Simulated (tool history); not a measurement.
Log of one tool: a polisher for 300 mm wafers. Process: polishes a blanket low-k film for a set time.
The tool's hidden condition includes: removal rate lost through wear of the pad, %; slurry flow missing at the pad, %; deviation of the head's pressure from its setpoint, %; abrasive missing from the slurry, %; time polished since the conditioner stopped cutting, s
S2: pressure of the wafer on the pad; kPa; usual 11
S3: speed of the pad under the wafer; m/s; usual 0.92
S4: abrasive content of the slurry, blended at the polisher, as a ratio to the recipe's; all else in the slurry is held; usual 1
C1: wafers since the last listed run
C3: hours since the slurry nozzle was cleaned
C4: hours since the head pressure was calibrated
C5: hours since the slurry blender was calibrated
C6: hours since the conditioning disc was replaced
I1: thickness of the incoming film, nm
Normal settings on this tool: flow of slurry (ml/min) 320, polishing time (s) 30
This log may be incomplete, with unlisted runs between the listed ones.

{"run": 1, "hour": 0.0, "flow of slurry (ml/min)": 320, "S2": 11, "S3": 0.92, "S4": 1, "polishing time (s)": 30, "C1": 0, "wafers polished on this pad": 1949, "C3": 137.6, "C4": 677.6, "C5": 369.3, "C6": 60.4, "I1": 548, "film removed (nm)": 10.1}
{"run": 2, "hour": 52.3, "flow of slurry (ml/min)": 215, "S2": 11, "S3": 0.92, "S4": 1, "polishing time (s)": 40, "C1": 453, "wafers polished on this pad": 2402, "C3": 189.9, "C4": 729.9, "C5": 421.6, "C6": 112.7, "I1": 557.6, "film removed (nm)": 12.7}
{"hour": 85.7, "done": "slurry blender recalibrated"}
{"run": 3, "hour": 86.2, "flow of slurry (ml/min)": 320, "S2": 9.7, "S3": 0.8, "S4": 1.1, "polishing time (s)": 30, "C1": 276, "wafers polished on this pad": 2678, "C3": 223.8, "C4": 763.8, "C5": 0.5, "C6": 146.6, "I1": 551.3, "film removed (nm)": 8.3}
{"run": 4, "hour": 118.3, "flow of slurry (ml/min)": 370, "S2": 13.1, "S3": 0.92, "S4": 0.9, "polishing time (s)": 30, "C1": 278, "wafers polished on this pad": 2956, "C3": 255.9, "C4": 795.9, "C5": 32.6, "C6": 178.7, "I1": 555.4, "film removed (nm)": 10.3}
{"run": 5, "hour": 155.7, "flow of slurry (ml/min)": 320, "S2": 11, "S3": 0.92, "S4": 1, "polishing time (s)": 30, "C1": 323, "wafers polished on this pad": 3280, "C3": 293.3, "C4": 833.3, "C5": 70, "C6": 216.1, "I1": 552.3, "film removed (nm)": 9}
{"hour": 196.1, "done": "worn pad replaced by a new one"}
{"run": 6, "hour": 220.6, "flow of slurry (ml/min)": 365, "S2": 13.1, "S3": 0.78, "S4": 1, "polishing time (s)": 30, "C1": 527, "wafers polished on this pad": 212, "C3": 358.2, "C4": 898.2, "C5": 134.9, "C6": 281, "I1": 553.1, "film removed (nm)": 11.1}
{"hour": 261.7, "done": "head pressure recalibrated"}
{"run": 7, "hour": 280.8, "flow of slurry (ml/min)": 390, "S2": 9, "S3": 0.92, "S4": 1.3, "polishing time (s)": 30, "C1": 504, "wafers polished on this pad": 716, "C3": 418.4, "C4": 19.1, "C5": 195.1, "C6": 341.2, "I1": 551.5, "film removed (nm)": 9.4}
{"run": 8, "hour": 310.8, "flow of slurry (ml/min)": 320, "S2": 11, "S3": 0.66, "S4": 1, "polishing time (s)": 30, "C1": 259, "wafers polished on this pad": 976, "C3": 448.4, "C4": 49.1, "C5": 225.1, "C6": 371.2, "I1": 555.8, "film removed (nm)": 8}
{"run": 9, "hour": 352.2, "flow of slurry (ml/min)": 395, "S2": 11, "S3": 0.92, "S4": 1, "polishing time (s)": 30, "C1": 358, "wafers polished on this pad": 1335, "C3": 489.8, "C4": 90.5, "C5": 266.5, "C6": 412.6, "I1": 549.8, "film removed (nm)": 9.2}
{"run": 10, "hour": 380.6, "flow of slurry (ml/min)": 370, "S2": 13.1, "S3": 0.92, "S4": 1.25, "polishing time (s)": 24, "C1": 246, "wafers polished on this pad": 1581, "C3": 518.2, "C4": 118.9, "C5": 294.9, "C6": 441, "I1": 546.8, "film removed (nm)": 9.5}
{"run": 11, "hour": 436.5, "flow of slurry (ml/min)": 420, "S2": 6.9, "S3": 0.92, "S4": 1, "polishing time (s)": 30, "C1": 484, "wafers polished on this pad": 2065, "C3": 574.1, "C4": 174.8, "C5": 350.8, "C6": 496.9, "I1": 559.2, "film removed (nm)": 5.7}
{"hour": 467.7, "done": "conditioning disc replaced and pad reconditioned"}
{"run": 12, "hour": 506.4, "flow of slurry (ml/min)": 360, "S2": 9.7, "S3": 0.92, "S4": 1.1, "polishing time (s)": 30, "C1": 588, "wafers polished on this pad": 2653, "C3": 644, "C4": 244.7, "C5": 420.7, "C6": 38.7, "I1": 553.1, "film removed (nm)": 9.6}
{"run": 13, "hour": 539.0, "flow of slurry (ml/min)": 275, "S2": 7.6, "S3": 0.62, "S4": 1, "polishing time (s)": 30, "C1": 282, "wafers polished on this pad": 2935, "C3": 676.6, "C4": 277.3, "C5": 453.3, "C6": 71.3, "I1": 552.7, "film removed (nm)": 5.4}
{"hour": 582.0, "done": "slurry blender recalibrated"}
{"run": 14, "hour": 585.3, "flow of slurry (ml/min)": 320, "S2": 11, "S3": 0.92, "S4": 1, "polishing time (s)": 30, "C1": 383, "wafers polished on this pad": 3319, "C3": 722.9, "C4": 323.6, "C5": 3.3, "C6": 117.6, "I1": 551.6, "film removed (nm)": 9.7}
{"hour": 601.9, "done": "worn pad replaced by a new one"}
{"run": 15, "hour": 628.3, "flow of slurry (ml/min)": 320, "S2": 11, "S3": 0.92, "S4": 1, "polishing time (s)": 30, "C1": 337, "wafers polished on this pad": 228, "C3": 765.9, "C4": 366.6, "C5": 46.3, "C6": 160.6, "I1": 549.4, "film removed (nm)": 10.3}
{"hour": 649.0, "done": "slurry nozzle cleaned"}
{"run": 16, "hour": 666.2, "flow of slurry (ml/min)": 320, "S2": 11, "S3": 0.92, "S4": 1.1, "polishing time (s)": 30, "C1": 319, "wafers polished on this pad": 548, "C3": 17.2, "C4": 404.5, "C5": 84.2, "C6": 198.5, "I1": 543.8, "film removed (nm)": 10.9}

For run 17, what comes out?
{"run": 17, "hour": 698.3, "flow of slurry (ml/min)": 320, "S2": 11, "S3": 0.92, "S4": 1, "polishing time (s)": 30, "C1": 278, "wafers polished on this pad": 826, "C3": 49.3, "C4": 436.6, "C5": 116.3, "C6": 230.6, "I1": 541.3, "film removed (nm)": "?"}

{"run 17": {"film removed (nm)": 10.1}}
Minus the tool's unlogged condition, the same run would have read film removed (nm) 11.2.
